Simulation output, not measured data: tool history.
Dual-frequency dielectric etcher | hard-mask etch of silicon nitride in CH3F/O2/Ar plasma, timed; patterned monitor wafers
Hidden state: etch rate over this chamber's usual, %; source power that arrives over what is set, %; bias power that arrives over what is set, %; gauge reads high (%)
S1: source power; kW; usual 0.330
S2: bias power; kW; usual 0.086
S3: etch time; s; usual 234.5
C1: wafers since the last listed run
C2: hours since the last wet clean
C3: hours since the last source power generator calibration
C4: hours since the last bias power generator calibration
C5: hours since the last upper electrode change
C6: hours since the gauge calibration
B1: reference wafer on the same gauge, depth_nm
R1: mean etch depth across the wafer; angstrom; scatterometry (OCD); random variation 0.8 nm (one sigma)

run,hour,S1,S2,S3,C1,C2,C3,C4,C5,C6,B1,R1
1,0.0,0.330,0.074,234.5,0,337.7,2041.7,1216.0,2462.2,229.9,190.0,1686
# hour 14.8: gauge calibrated
2,34.7,0.330,0.074,234.5,182,372.4,2076.4,1250.7,2496.9,19.9,190.0,1688
3,56.9,0.330,0.086,234.5,116,394.6,2098.6,1272.9,2519.1,42.1,189.9,1795
4,69.1,0.330,0.086,234.5,64,406.8,2110.8,1285.1,2531.3,54.3,189.9,1804
5,96.7,0.390,0.086,234.5,145,434.4,2138.4,1312.7,2558.9,81.9,190.0,1921
6,119.6,0.280,0.086,234.5,120,457.3,2161.3,1335.6,2581.8,104.8,190.0,1699
# hour 132.5: source power generator calibrated
7,141.0,0.350,0.086,234.5,91,478.7,8.5,1357.0,2603.2,126.2,189.9,1847
# hour 152.9: bias power generator calibrated
8,156.9,0.330,0.086,234.5,62,494.6,24.4,4.0,2619.1,142.1,190.0,1816
9,173.0,0.330,0.100,234.5,84,510.7,40.5,20.1,2635.2,158.2,190.3,1919
# hour 207.4: wet clean of the chamber
10,207.9,0.330,0.076,273.5,57,0.5,75.4,55.0,2670.1,193.1,190.2,1935
# hour 211.3: gauge calibrated
11,219.3,0.400,0.093,234.5,60,11.9,86.8,66.4,2681.5,8.0,190.2,1915
12,243.7,0.330,0.086,234.5,128,36.3,111.2,90.8,2705.9,32.4,190.0,1725
# hour 278.8: upper electrode replaced
13,279.3,0.330,0.086,175.5,61,71.9,146.8,126.4,0.5,68.0,190.3,1301
14,285.5,0.330,0.086,234.5,32,78.1,153.0,132.6,6.7,74.2,190.0,1728
15,306.1,0.300,0.103,192.5,108,98.7,173.6,153.2,27.3,94.8,189.9,1480
16,335.0,0.330,0.064,285.0,152,127.6,202.5,182.1,56.2,123.7,189.8,1907
17,353.1,0.330,0.086,234.5,95,145.7,220.6,200.2,74.3,141.8,190.3,1744

Some steps in R1 between neighbouring runs. How much of each would the tool show without its hidden state too (settings, what came in, random variation), and how much is left for the hidden state, with any gauge scatter that isn't in both results?
Run 9 -> 10: S2 0.100 -> 0.076, S3 234.5 -> 273.5, wet clean of the chamber. R1 +16 angstrom: hidden state -92, all else +108.
Run 13 -> 14: S3 175.5 -> 234.5. R1 +427 angstrom: hidden state +4, all else +423.

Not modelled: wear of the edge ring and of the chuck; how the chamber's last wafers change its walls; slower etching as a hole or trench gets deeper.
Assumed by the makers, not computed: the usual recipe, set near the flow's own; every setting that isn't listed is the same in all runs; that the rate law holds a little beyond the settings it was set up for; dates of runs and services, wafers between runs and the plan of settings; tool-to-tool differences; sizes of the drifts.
